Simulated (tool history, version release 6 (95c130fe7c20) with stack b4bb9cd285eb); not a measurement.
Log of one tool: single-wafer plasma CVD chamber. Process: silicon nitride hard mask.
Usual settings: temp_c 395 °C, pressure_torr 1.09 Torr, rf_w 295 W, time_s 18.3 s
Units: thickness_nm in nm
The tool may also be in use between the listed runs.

run,hour,temp_c,pressure_torr,rf_w,time_s,wafers since the last listed run,hours since the last thermocouple change,hours since the last RF generator calibration,hours since the last manometer calibration,hours since the showerhead was replaced,hours since the gauge calibration,"read-back reference wafer on the same gauge, thickness_nm",thickness_nm
1,0,395,1.09,295,18.3,0,3179.1,1728.8,1298.7,4097.5,359.7,17.597,18.567
2,50.5,395,1.09,295,18.3,2460,3229.6,1779.3,1349.2,4148,410.2,17.597,18.527
3,56.7,395,1.09,295,18.3,302,3235.8,1785.5,1355.4,4154.2,416.4,17.602,18.49
4,70.6,395,1.09,265,17,677,3249.7,1799.4,1369.3,4168.1,430.3,17.589,15.977
5,79.7,395,0.96,295,18.3,443,3258.8,1808.5,1378.4,4177.2,439.4,17.604,18.079
# hour 93.7: RF generator calibrated
6,95.1,395,0.96,295,18.3,360,3274.2,1.4,1393.8,4192.6,454.8,17.598,18.569
7,108.5,395,0.96,295,18.3,652,3287.6,14.8,1407.2,4206,468.2,17.598,18.551
# hour 130.2: showerhead replaced
8,130.7,395,1.3,295,18.3,691,3309.8,37,1429.4,0.5,490.4,17.59,19.513
# hour 140.8: capacitance manometer re-zeroed and calibrated
9,141.3,395,1.3,295,18.3,126,3320.4,47.6,0.5,11.1,501,17.601,19.785
10,150.8,395,0.91,295,18.3,462,3329.9,57.1,10,20.6,510.5,17.593,18.623
# hour 155.2: gauge calibrated
11,166.9,395,1.09,260,19.4,784,3346,73.2,26.1,36.7,11.7,17.59,18.666
12,183.1,400,1.09,295,18.3,789,3362.2,89.4,42.3,52.9,27.9,17.61,19.122
13,195.3,389,1.35,275,15,594,3374.4,101.6,54.5,65.1,40.1,17.601,15.523
14,211.7,395,1.09,295,18.3,798,3390.8,118,70.9,81.5,56.5,17.608,19.129
# hour 224: thermocouple changed; heater temperature recalibrated
15,224.5,401,1.09,250,18.3,233,0.5,130.8,83.7,94.3,69.3,17.603,16.988
16,231.4,395,1.09,295,16.9,336,7.4,137.7,90.6,101.2,76.2,17.605,17.655
17,244.4,395,1.09,295,18.3,633,20.4,150.7,103.6,114.2,89.2,17.598,19.115
18,258.2,395,1.09,295,18.3,672,34.2,164.5,117.4,128,103,17.617,19.08
19,271.9,391,1.18,250,16.6,667,47.9,178.2,131.1,141.7,116.7,17.588,15.666
20,304.8,395,1.35,265,18.3,1602,80.8,211.1,164,174.6,149.6,17.598,18.406
21,317.8,387,1.09,295,19.6,633,93.8,224.1,177,187.6,162.6,17.595,20.502
22,334.7,395,0.95,295,19.3,823,110.7,241,193.9,204.5,179.5,17.604,19.654
23,342.3,387,1.09,295,19.6,370,118.3,248.6,201.5,212.1,187.1,17.597,20.511
24,356.5,391,1.19,275,18.3,691,132.5,262.8,215.7,226.3,201.3,17.61,18.486
25,363.5,384,1.33,240,18.3,341,139.5,269.8,222.7,233.3,208.3,17.596,17.101
26,369.9,395,1.09,295,18.3,311,145.9,276.2,229.1,239.7,214.7,17.602,19.065
27,378.6,390,0.86,350,15.8,423,154.6,284.9,237.8,248.4,223.4,17.594,17.742
28,397.8,390,1.09,265,18.3,935,173.8,304.1,257,267.6,242.6,17.605,17.633
29,406.7,395,1.09,295,18.3,433,182.7,313,265.9,276.5,251.5,17.591,19.027

Forecast each of these 4 alternatives for the next run:
A,407.1,395,1.09,295,18.3,19,183.1,313.4,266.3,276.9,251.9,?,?
B,407.1,395,0.94,295,14.8,19,183.1,313.4,266.3,276.9,251.9,?,?
C,407.1,402,0.92,295,18.3,19,183.1,313.4,266.3,276.9,251.9,?,?
D,407.1,380,1.09,295,18.3,19,183.1,313.4,266.3,276.9,251.9,?,?

run,"read-back reference wafer on the same gauge, thickness_nm",thickness_nm
A,17.6,19.078
B,17.6,15.067
C,17.6,18.497
D,17.6,19.213
Without the tool's hidden state the same runs would have given:
run,thickness_nm
A,19.289
B,15.233
C,18.701
D,19.425

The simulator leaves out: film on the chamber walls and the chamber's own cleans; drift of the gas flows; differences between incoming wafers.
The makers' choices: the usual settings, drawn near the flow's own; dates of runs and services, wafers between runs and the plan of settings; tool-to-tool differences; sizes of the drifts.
